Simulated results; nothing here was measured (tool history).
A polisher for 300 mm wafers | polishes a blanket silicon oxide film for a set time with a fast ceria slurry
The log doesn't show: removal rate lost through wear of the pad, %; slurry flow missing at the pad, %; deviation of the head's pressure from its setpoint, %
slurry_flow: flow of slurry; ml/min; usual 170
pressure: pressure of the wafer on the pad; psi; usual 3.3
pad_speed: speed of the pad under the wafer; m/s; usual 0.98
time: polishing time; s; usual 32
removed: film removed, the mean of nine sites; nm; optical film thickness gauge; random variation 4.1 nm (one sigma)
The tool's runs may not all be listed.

run   hour  slurry_flow  pressure  pad_speed  time  wafers since the last listed run  wafers polished on this pad  hours since the slurry nozzle was cleaned  hours since the head pressure was calibrated  incoming thickness of the incoming film, nm  removed
  1    0.0          170       3.3       0.98    32                                 0                          666                                      173.2                                         676.3                                       2580.6    499.9
  2   16.1          170       3.3       0.98    32                               167                          834                                      189.3                                         692.4                                       2561.0    496.5
  3   47.0          170       3.3       0.98    32                               321                         1156                                      220.2                                         723.3                                       2561.4    496.0
      90.8  -- worn pad replaced by a new one
     139.2  -- slurry nozzle cleaned
  4  139.7          170       3.3       0.86    32                               913                          499                                        0.5                                         816.0                                       2590.3    436.8
  5  156.4          170       3.3       0.86    32                               173                          673                                       17.2                                         832.7                                       2613.6    436.2
  6  178.0          170       3.3       0.98    32                               225                          898                                       38.8                                         854.3                                       2549.6    499.8
  7  192.3          170       3.3       0.98    32                               148                         1047                                       53.1                                         868.6                                       2578.0    491.1
     216.2  -- head pressure recalibrated
  8  216.7          170       3.3       0.98    32                               233                         1280                                       77.5                                           0.5                                       2591.2    498.4
  9  229.7          170       3.9       0.98    32                               135                         1416                                       90.5                                          13.5                                       2584.3    553.2
     244.1  -- worn pad replaced by a new one, of another model than before
 10  262.2          170       3.8       0.98    32                               296                          189                                      123.0                                          46.0                                       2553.7    577.6
 11  295.6          170       3.8       0.98    32                               347                          536                                      156.4                                          79.4                                       2585.1    576.5
 12  324.6          170       3.8       0.98    32                               302                          839                                      185.4                                         108.4                                       2591.9    576.0
 13  355.8          205       3.3       0.98    32                               325                         1164                                      216.6                                         139.6                                       2581.3    509.7
     368.7  -- worn pad replaced by a new one
 14  371.8          200       4.1       0.98    39                               125                           32                                      232.6                                         155.6                                       2606.7    797.2
 15  388.5          170       4.3       0.98    32                               173                          206                                      249.3                                         172.3                                       2619.0    647.8
 16  407.5          200       3.3       0.76    32                               197                          404                                      268.3                                         191.3                                       2546.0    434.2
 17  422.8          170       3.3       1.30    32                               159                          563                                      283.6                                         206.6                                       2580.2    606.9
     444.1  -- slurry nozzle cleaned
 18  449.2          170       3.3       0.98    32                               264                          828                                        5.1                                         233.0                                       2587.0    493.9
 19  482.9          230       4.2       0.80    32                               351                         1179                                       38.8                                         266.7                                       2550.7    573.5
     496.0  -- worn pad replaced by a new one
 20  511.3          170       3.7       1.24    32                               254                          159                                       67.2                                         295.1                                       2571.8    683.6
 21  535.3          170       3.3       0.98    32                               250                          409                                       91.2                                         319.1                                       2622.9    502.1
 22  568.5          170       3.3       0.98    32                               345                          755                                      124.4                                         352.3                                       2626.7    498.7
 23  599.8          125       3.3       1.20    23                               326                         1081                                      155.7                                         383.6                                       2567.7    399.4

Run 24 comes next. What will it give?
 24  634.7          125       2.6       1.22    42                               363                         1445                                      190.6                                         418.5                                       2597.9        ?

removed: 574.5 nm
Without the tool's hidden state the same run would have given removed 598.1 nm.
